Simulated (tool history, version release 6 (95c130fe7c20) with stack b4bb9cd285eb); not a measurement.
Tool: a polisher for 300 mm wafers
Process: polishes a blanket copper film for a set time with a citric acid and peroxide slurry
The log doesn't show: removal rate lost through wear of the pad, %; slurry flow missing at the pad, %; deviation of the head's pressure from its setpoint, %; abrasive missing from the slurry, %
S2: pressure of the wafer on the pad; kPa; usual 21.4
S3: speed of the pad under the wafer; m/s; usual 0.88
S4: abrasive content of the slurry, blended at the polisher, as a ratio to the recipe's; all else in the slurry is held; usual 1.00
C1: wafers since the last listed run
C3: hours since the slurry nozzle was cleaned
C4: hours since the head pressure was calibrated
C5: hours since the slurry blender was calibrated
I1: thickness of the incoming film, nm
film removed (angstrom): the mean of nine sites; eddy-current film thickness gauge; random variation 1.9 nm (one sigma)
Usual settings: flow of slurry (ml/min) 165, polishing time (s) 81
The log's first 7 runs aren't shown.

{"run": 8, "day": 22.225, "flow of slurry (ml/min)": 165, "S2": 21.4, "S3": 0.88, "S4": 1.0, "polishing time (s)": 81, "C1": 377, "wafers polished on this pad": 5410, "C3": 490.2, "C4": 161.9, "C5": 568.2, "I1": 890.2, "film removed (angstrom)": 1607}
{"day": 24.246, "done": "worn pad replaced by a new one"}
{"run": 9, "day": 25.104, "flow of slurry (ml/min)": 130, "S2": 21.4, "S3": 1.14, "S4": 1.0, "polishing time (s)": 69, "C1": 475, "wafers polished on this pad": 150, "C3": 559.3, "C4": 231.0, "C5": 637.3, "I1": 890.1, "film removed (angstrom)": 1813}
{"run": 10, "day": 26.858, "flow of slurry (ml/min)": 165, "S2": 19.3, "S3": 1.08, "S4": 1.0, "polishing time (s)": 61, "C1": 307, "wafers polished on this pad": 458, "C3": 601.4, "C4": 273.1, "C5": 679.4, "I1": 899.3, "film removed (angstrom)": 1425}
{"run": 11, "day": 29.671, "flow of slurry (ml/min)": 145, "S2": 16.5, "S3": 1.04, "S4": 1.15, "polishing time (s)": 81, "C1": 493, "wafers polished on this pad": 951, "C3": 668.9, "C4": 340.6, "C5": 746.9, "I1": 890.2, "film removed (angstrom)": 1561}
{"run": 12, "day": 31.854, "flow of slurry (ml/min)": 165, "S2": 21.4, "S3": 0.88, "S4": 1.0, "polishing time (s)": 81, "C1": 382, "wafers polished on this pad": 1334, "C3": 721.3, "C4": 393.0, "C5": 799.3, "I1": 879.4, "film removed (angstrom)": 1711}
{"run": 13, "day": 34.229, "flow of slurry (ml/min)": 205, "S2": 21.4, "S3": 0.88, "S4": 1.15, "polishing time (s)": 81, "C1": 416, "wafers polished on this pad": 1751, "C3": 778.3, "C4": 450.0, "C5": 856.3, "I1": 902.9, "film removed (angstrom)": 1814}
{"day": 34.825, "done": "slurry nozzle cleaned"}
{"day": 37.292, "done": "slurry blender recalibrated"}
{"run": 14, "day": 38.383, "flow of slurry (ml/min)": 165, "S2": 21.4, "S3": 0.88, "S4": 1.25, "polishing time (s)": 81, "C1": 706, "wafers polished on this pad": 2457, "C3": 85.4, "C4": 549.7, "C5": 26.2, "I1": 895.3, "film removed (angstrom)": 1822}
{"run": 15, "day": 40.088, "flow of slurry (ml/min)": 165, "S2": 21.4, "S3": 0.74, "S4": 1.0, "polishing time (s)": 81, "C1": 298, "wafers polished on this pad": 2756, "C3": 126.3, "C4": 590.6, "C5": 67.1, "I1": 899.5, "film removed (angstrom)": 1496}
{"day": 51.662, "done": "head pressure recalibrated"}
{"run": 16, "day": 51.683, "flow of slurry (ml/min)": 125, "S2": 19.3, "S3": 1.04, "S4": 1.0, "polishing time (s)": 71, "C1": 2019, "wafers polished on this pad": 4776, "C3": 404.6, "C4": 0.5, "C5": 345.4, "I1": 882.2, "film removed (angstrom)": 1458}
{"run": 17, "day": 54.038, "flow of slurry (ml/min)": 115, "S2": 21.4, "S3": 0.74, "S4": 1.0, "polishing time (s)": 63, "C1": 412, "wafers polished on this pad": 5188, "C3": 461.1, "C4": 57.0, "C5": 401.9, "I1": 890.0, "film removed (angstrom)": 988}
{"run": 18, "day": 58.292, "flow of slurry (ml/min)": 165, "S2": 21.4, "S3": 0.88, "S4": 1.0, "polishing time (s)": 81, "C1": 746, "wafers polished on this pad": 5935, "C3": 563.2, "C4": 159.1, "C5": 504.0, "I1": 886.0, "film removed (angstrom)": 1554}
{"run": 19, "day": 61.375, "flow of slurry (ml/min)": 145, "S2": 21.4, "S3": 0.88, "S4": 1.0, "polishing time (s)": 81, "C1": 540, "wafers polished on this pad": 6475, "C3": 637.2, "C4": 233.1, "C5": 578.0, "I1": 896.7, "film removed (angstrom)": 1494}
{"day": 64.562, "done": "worn pad replaced by a new one"}
{"run": 20, "day": 64.908, "flow of slurry (ml/min)": 165, "S2": 21.4, "S3": 1.0, "S4": 0.85, "polishing time (s)": 81, "C1": 590, "wafers polished on this pad": 60, "C3": 722.0, "C4": 317.9, "C5": 662.8, "I1": 882.7, "film removed (angstrom)": 1883}
{"run": 21, "day": 67.971, "flow of slurry (ml/min)": 165, "S2": 21.4, "S3": 0.88, "S4": 0.8, "polishing time (s)": 81, "C1": 537, "wafers polished on this pad": 597, "C3": 795.5, "C4": 391.4, "C5": 736.3, "I1": 889.0, "film removed (angstrom)": 1621}
{"day": 68.583, "done": "slurry blender recalibrated"}
{"day": 69.225, "done": "slurry nozzle cleaned"}
{"run": 22, "day": 71.958, "flow of slurry (ml/min)": 115, "S2": 25.5, "S3": 0.88, "S4": 0.7, "polishing time (s)": 69, "C1": 677, "wafers polished on this pad": 1274, "C3": 65.6, "C4": 487.1, "C5": 81.0, "I1": 904.9, "film removed (angstrom)": 1598}

Run 23 comes next. What will it give?
{"run": 23, "day": 75.525, "flow of slurry (ml/min)": 165, "S2": 21.4, "S3": 1.08, "S4": 1.0, "polishing time (s)": 81, "C1": 625, "wafers polished on this pad": 1900, "C3": 151.2, "C4": 572.7, "C5": 166.6, "I1": 888.7, "film removed (angstrom)": "?"}

Run 23 gave film removed (angstrom) 2110.
Without the tool's hidden state the same run would have given film removed (angstrom) 2168.
